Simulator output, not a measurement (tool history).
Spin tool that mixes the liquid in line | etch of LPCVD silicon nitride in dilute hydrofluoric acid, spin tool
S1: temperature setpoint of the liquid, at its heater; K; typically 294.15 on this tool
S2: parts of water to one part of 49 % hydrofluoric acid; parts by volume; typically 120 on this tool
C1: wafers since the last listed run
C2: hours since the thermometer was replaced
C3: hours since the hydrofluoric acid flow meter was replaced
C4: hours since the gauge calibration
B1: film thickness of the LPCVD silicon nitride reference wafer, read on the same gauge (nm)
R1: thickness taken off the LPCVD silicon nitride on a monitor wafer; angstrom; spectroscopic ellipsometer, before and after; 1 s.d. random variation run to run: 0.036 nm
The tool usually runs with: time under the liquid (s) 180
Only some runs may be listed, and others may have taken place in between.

{"run": 1, "hour": 0.0, "S1": 294.15, "S2": 120, "time under the liquid (s)": 180, "C1": 0, "C2": 34.8, "C3": 702, "C4": 1494.4, "B1": 69.999, "R1": 5.63}
{"run": 2, "hour": 28.5, "S1": 294.15, "S2": 120, "time under the liquid (s)": 180, "C1": 261, "C2": 63.3, "C3": 730.5, "C4": 1522.9, "B1": 70.008, "R1": 6.54}
{"run": 3, "hour": 98.9, "S1": 294.15, "S2": 120, "time under the liquid (s)": 180, "C1": 646, "C2": 133.7, "C3": 800.9, "C4": 1593.3, "B1": 70.01, "R1": 6.25}
{"run": 4, "hour": 128.2, "S1": 294.15, "S2": 120, "time under the liquid (s)": 180, "C1": 268, "C2": 163, "C3": 830.2, "C4": 1622.6, "B1": 70.034, "R1": 5.84}
{"run": 5, "hour": 199.6, "S1": 294.15, "S2": 120, "time under the liquid (s)": 140, "C1": 655, "C2": 234.4, "C3": 901.6, "C4": 1694, "B1": 69.976, "R1": 4.79}
{"run": 6, "hour": 265.6, "S1": 294.15, "S2": 120, "time under the liquid (s)": 140, "C1": 605, "C2": 300.4, "C3": 967.6, "C4": 1760, "B1": 70.029, "R1": 4.64}
{"run": 7, "hour": 334.7, "S1": 294.15, "S2": 120, "time under the liquid (s)": 140, "C1": 634, "C2": 369.5, "C3": 1036.7, "C4": 1829.1, "B1": 69.982, "R1": 4.89}
{"run": 8, "hour": 402.7, "S1": 294.15, "S2": 100, "time under the liquid (s)": 180, "C1": 624, "C2": 437.5, "C3": 1104.7, "C4": 1897.1, "B1": 69.981, "R1": 8.22}
{"run": 9, "hour": 450.5, "S1": 294.15, "S2": 100, "time under the liquid (s)": 180, "C1": 438, "C2": 485.3, "C3": 1152.5, "C4": 1944.9, "B1": 70.041, "R1": 7.5}
{"run": 10, "hour": 498.6, "S1": 294.15, "S2": 100, "time under the liquid (s)": 180, "C1": 441, "C2": 533.4, "C3": 1200.6, "C4": 1993, "B1": 69.974, "R1": 7.51}
{"run": 11, "hour": 537.2, "S1": 294.15, "S2": 120, "time under the liquid (s)": 285, "C1": 354, "C2": 572, "C3": 1239.2, "C4": 2031.6, "B1": 69.975, "R1": 10.55}
{"run": 12, "hour": 564.6, "S1": 291.65, "S2": 100, "time under the liquid (s)": 225, "C1": 251, "C2": 599.4, "C3": 1266.6, "C4": 2059, "B1": 70.026, "R1": 8.45}
{"run": 13, "hour": 621.3, "S1": 294.15, "S2": 145, "time under the liquid (s)": 180, "C1": 520, "C2": 656.1, "C3": 1323.3, "C4": 2115.7, "B1": 70.018, "R1": 5.14}
{"run": 14, "hour": 672.3, "S1": 296.15, "S2": 120, "time under the liquid (s)": 180, "C1": 468, "C2": 707.1, "C3": 1374.3, "C4": 2166.7, "B1": 69.973, "R1": 7.68}
{"run": 15, "hour": 738.0, "S1": 294.15, "S2": 65, "time under the liquid (s)": 180, "C1": 603, "C2": 772.8, "C3": 1440, "C4": 2232.4, "B1": 69.961, "R1": 11.8}
{"run": 16, "hour": 768.9, "S1": 294.15, "S2": 120, "time under the liquid (s)": 275, "C1": 283, "C2": 803.7, "C3": 1470.9, "C4": 2263.3, "B1": 70.026, "R1": 10.06}
{"run": 17, "hour": 805.9, "S1": 294.15, "S2": 120, "time under the liquid (s)": 180, "C1": 339, "C2": 840.7, "C3": 1507.9, "C4": 2300.3, "B1": 70.06, "R1": 6.41}
{"run": 18, "hour": 864.9, "S1": 294.15, "S2": 120, "time under the liquid (s)": 140, "C1": 541, "C2": 899.7, "C3": 1566.9, "C4": 2359.3, "B1": 69.986, "R1": 4.85}
{"run": 19, "hour": 897.5, "S1": 294.15, "S2": 120, "time under the liquid (s)": 255, "C1": 299, "C2": 932.3, "C3": 1599.5, "C4": 2391.9, "B1": 70.002, "R1": 8.77}
{"run": 20, "hour": 928.9, "S1": 294.15, "S2": 120, "time under the liquid (s)": 180, "C1": 288, "C2": 963.7, "C3": 1630.9, "C4": 2423.3, "B1": 69.98, "R1": 6.13}
{"hour": 976.8, "done": "gauge calibrated"}
{"run": 21, "hour": 998.0, "S1": 297.15, "S2": 65, "time under the liquid (s)": 95, "C1": 634, "C2": 1032.8, "C3": 1700, "C4": 21.2, "B1": 69.994, "R1": 8.14}
{"run": 22, "hour": 1032.7, "S1": 294.15, "S2": 65, "time under the liquid (s)": 180, "C1": 318, "C2": 1067.5, "C3": 1734.7, "C4": 55.9, "B1": 70.018, "R1": 11.06}

What does the tool deliver on the next run?
{"hour": 1034.1, "done": "hydrofluoric acid flow meter replaced"}
{"hour": 1053.6, "done": "thermometer replaced"}
{"run": 23, "hour": 1058.6, "S1": 294.15, "S2": 120, "time under the liquid (s)": 180, "C1": 219, "C2": 5, "C3": 24.5, "C4": 81.8, "B1": "?", "R1": "?"}

{"run 23": {"B1": 69.994, "R1": 7.17}}
Without the tool's hidden state the same run would have given R1 7.17 angstrom.

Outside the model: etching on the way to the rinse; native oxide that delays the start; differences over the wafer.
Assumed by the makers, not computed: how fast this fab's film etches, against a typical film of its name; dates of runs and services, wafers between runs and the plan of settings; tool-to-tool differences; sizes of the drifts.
